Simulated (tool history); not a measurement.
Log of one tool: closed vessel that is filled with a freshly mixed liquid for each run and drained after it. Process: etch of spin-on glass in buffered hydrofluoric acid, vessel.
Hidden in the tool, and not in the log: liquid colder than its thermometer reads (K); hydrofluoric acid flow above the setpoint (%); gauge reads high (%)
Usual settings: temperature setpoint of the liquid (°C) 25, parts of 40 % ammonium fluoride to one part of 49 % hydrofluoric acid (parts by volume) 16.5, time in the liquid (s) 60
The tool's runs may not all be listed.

run	day	temperature setpoint of the liquid (°C)	parts of 40 % ammonium fluoride to one part of 49 % hydrofluoric acid (parts by volume)	time in the liquid (s)	wafers since the last listed run	hours since the thermometer was replaced	hours since the hydrofluoric acid flow meter was replaced	hours since the gauge calibration	read-back film thickness of the spin-on glass reference wafer, read on the same gauge (nm)	thickness taken off the spin-on glass on a monitor wafer (Å)
1	0	25	16.5	60	0	2063	542.2	63.5	90.02	1097.6
2	0.629	25	16.5	60	1354	2078.1	557.3	78.6	89.98	1096.1
3	0.912	25	16.5	80	609	2084.9	564.1	85.4	90	1454.5
4	1.296	25	16.5	80	824	2094.1	573.3	94.6	90.02	1462.6
5	1.55	25	16.5	80	546	2100.2	579.4	100.7	90	1464.7
6	1.804	25	16.5	60	546	2106.3	585.5	106.8	90.04	1096.6
7	2.429	25	16.5	60	1345	2121.3	600.5	121.8	89.97	1092.1
8	2.779	25	16.5	35	753	2129.7	608.9	130.2	90.01	637.6
# day 3.217: gauge calibrated
9	3.496	25	16.5	35	1542	2146.9	626.1	6.7	90.02	637.7
10	4.225	25	16.5	60	1569	2164.4	643.6	24.2	89.95	1093.5
# day 4.371: hydrofluoric acid flow meter replaced
11	4.912	28	23	85	1389	2180.9	13	40.7	89.97	1364.6
12	5.329	29.5	21.5	40	896	2190.9	23	50.7	89.97	732.8
13	5.862	25	14.5	60	1147	2203.7	35.8	63.5	90.02	1236
# day 6.262: thermometer replaced
14	6.283	25	19.5	80	816	0.5	45.9	73.6	90.06	1404.9
15	6.65	21	16.5	60	789	9.3	54.7	82.4	89.99	993.1
16	7.217	25	16.5	60	1219	22.9	68.3	96	90.03	1232
17	7.958	25	16.5	60	1596	40.7	86.1	113.8	89.97	1229.8
18	8.612	20	12	80	1407	56.4	101.8	129.5	89.98	1699.7
19	9.275	27.5	10.5	85	1425	72.3	117.7	145.4	89.97	3107.9
# day 9.554: gauge calibrated
20	10.021	25	16.5	60	1605	90.2	135.6	11.2	90.06	1227
21	10.717	25	16.5	60	1497	106.9	152.3	27.9	89.96	1226.1

Forecast each of these 5 alternatives for the next run:
A	10.746	25	16.5	60	62	107.6	153	28.6	?	?
B	10.746	28.5	22	85	62	107.6	153	28.6	?	?
C	10.746	29	11	85	62	107.6	153	28.6	?	?
D	10.746	25	20.5	60	62	107.6	153	28.6	?	?
E	10.746	28.5	20.5	45	62	107.6	153	28.6	?	?

run	read-back film thickness of the spin-on glass reference wafer, read on the same gauge (nm)	thickness taken off the spin-on glass on a monitor wafer (Å)
A	90	1229.6
B	90	1630.2
C	90	3210.5
D	90	1000.2
E	90	905.8
Without the tool's hidden state the same runs would have given:
run	thickness taken off the spin-on glass on a monitor wafer (Å)
A	1240.3
B	1644.2
C	3237.8
D	1008.9
E	913.6
